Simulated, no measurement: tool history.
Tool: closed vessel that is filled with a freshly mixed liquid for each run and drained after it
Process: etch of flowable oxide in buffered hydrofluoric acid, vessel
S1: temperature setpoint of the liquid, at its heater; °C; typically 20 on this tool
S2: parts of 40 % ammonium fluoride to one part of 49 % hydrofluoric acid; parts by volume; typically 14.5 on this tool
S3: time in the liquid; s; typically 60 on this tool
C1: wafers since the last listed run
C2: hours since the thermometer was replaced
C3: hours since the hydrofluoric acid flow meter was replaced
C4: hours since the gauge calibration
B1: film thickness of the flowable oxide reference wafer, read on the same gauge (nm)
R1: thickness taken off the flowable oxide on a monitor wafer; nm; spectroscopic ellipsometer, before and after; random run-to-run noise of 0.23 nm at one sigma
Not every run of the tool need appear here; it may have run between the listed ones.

run,hour,S1,S2,S3,C1,C2,C3,C4,B1,R1
1,0,17,14.5,35,0,1868.5,819.1,101.5,90.03,63.92
2,11.5,17,14.5,35,1433,1880,830.6,113,89.97,64.2
3,18.7,20,14.5,60,897,1887.2,837.8,120.2,89.99,129.57
4,28.6,20,14.5,60,1234,1897.1,847.7,130.1,89.99,129.97
5,44.2,20,14.5,60,1945,1912.7,863.3,145.7,90.01,130.69
# hour 57.1: gauge calibrated
6,61.4,20,14.5,60,2144,1929.9,880.5,4.3,90.01,131.7
7,74.9,20,14.5,60,1683,1943.4,894,17.8,89.98,130.78

Run 8 is up next; what results do you expect?
# hour 80.3: hydrofluoric acid flow meter replaced
8,84.1,20,12.5,60,1022,1952.6,3.8,27,?,?

B1: 89.96
R1: 139.61 nm
The same run, on a tool lacking any hidden state, would have yielded R1 119.7 nm.
